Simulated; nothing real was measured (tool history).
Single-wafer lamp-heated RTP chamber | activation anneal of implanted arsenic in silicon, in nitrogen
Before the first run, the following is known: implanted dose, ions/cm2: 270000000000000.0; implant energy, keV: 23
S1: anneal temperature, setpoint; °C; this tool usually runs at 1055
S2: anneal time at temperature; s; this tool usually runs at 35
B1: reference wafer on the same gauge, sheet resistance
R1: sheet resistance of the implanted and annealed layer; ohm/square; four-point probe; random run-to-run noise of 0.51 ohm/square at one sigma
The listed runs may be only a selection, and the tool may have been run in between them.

run     day    S1  S2      B1      R1
  1   0.000  1055  35  342.80  343.23
  2   1.217  1055  35  343.35  343.80
  3   1.892  1055  35  343.59  344.63
  4   3.229  1055  35  344.22  344.28
  5   3.908  1055  35  344.58  344.72
  6   5.071  1036  35  345.42  349.42
  7   7.042  1036  35  346.33  351.27
      7.588  -- gauge calibrated
  8   7.958  1036  35  341.74  345.88
  9   9.362  1055  35  341.87  341.47
 10   9.917  1055  35  341.90  342.18
 11  10.725  1055  35  342.02  341.93
     11.179  -- reflector plate cleaned
     11.521  -- pyrometer window cleaned and pyrometer calibrated
 12  11.788  1055  35  342.40  342.24
 13  12.717  1055  27  342.51  344.81
 14  13.850  1028  47  342.50  346.38
 15  15.508  1041  52  343.27  343.22
 16  16.654  1028  35  343.72  349.30
 17  17.792  1055  35  344.58  344.89
 18  18.421  1036  35  344.46  349.19
     19.325  -- gauge calibrated
 19  19.688  1079  35  341.59  336.46
 20  20.408  1055  43  341.77  340.46

For some of the steps in R1 from one run to the next: how much would appear even if the tool had no hidden state, given the settings, what came in and random variation, and how much remains for the hidden state plus any gauge scatter that the measured result and the result without hidden state don't share?
Hidden state at play: true wafer temperature minus pyrometer reading, K; wafer temperature error from the tarnished reflector plate, K; gauge reads high (%).
Run 7 -> 8: gauge calibrated. R1 -5.39 ohm/square: hidden state -4.90, all else -0.49.
Run 15 -> 16: S1 1041 -> 1028, S2 52 -> 35. R1 +6.08 ohm/square: hidden state +0.51, all else +5.57.
Run 18 -> 19: S1 1036 -> 1079, gauge calibrated. R1 -12.73 ohm/square: hidden state -3.01, all else -9.72.
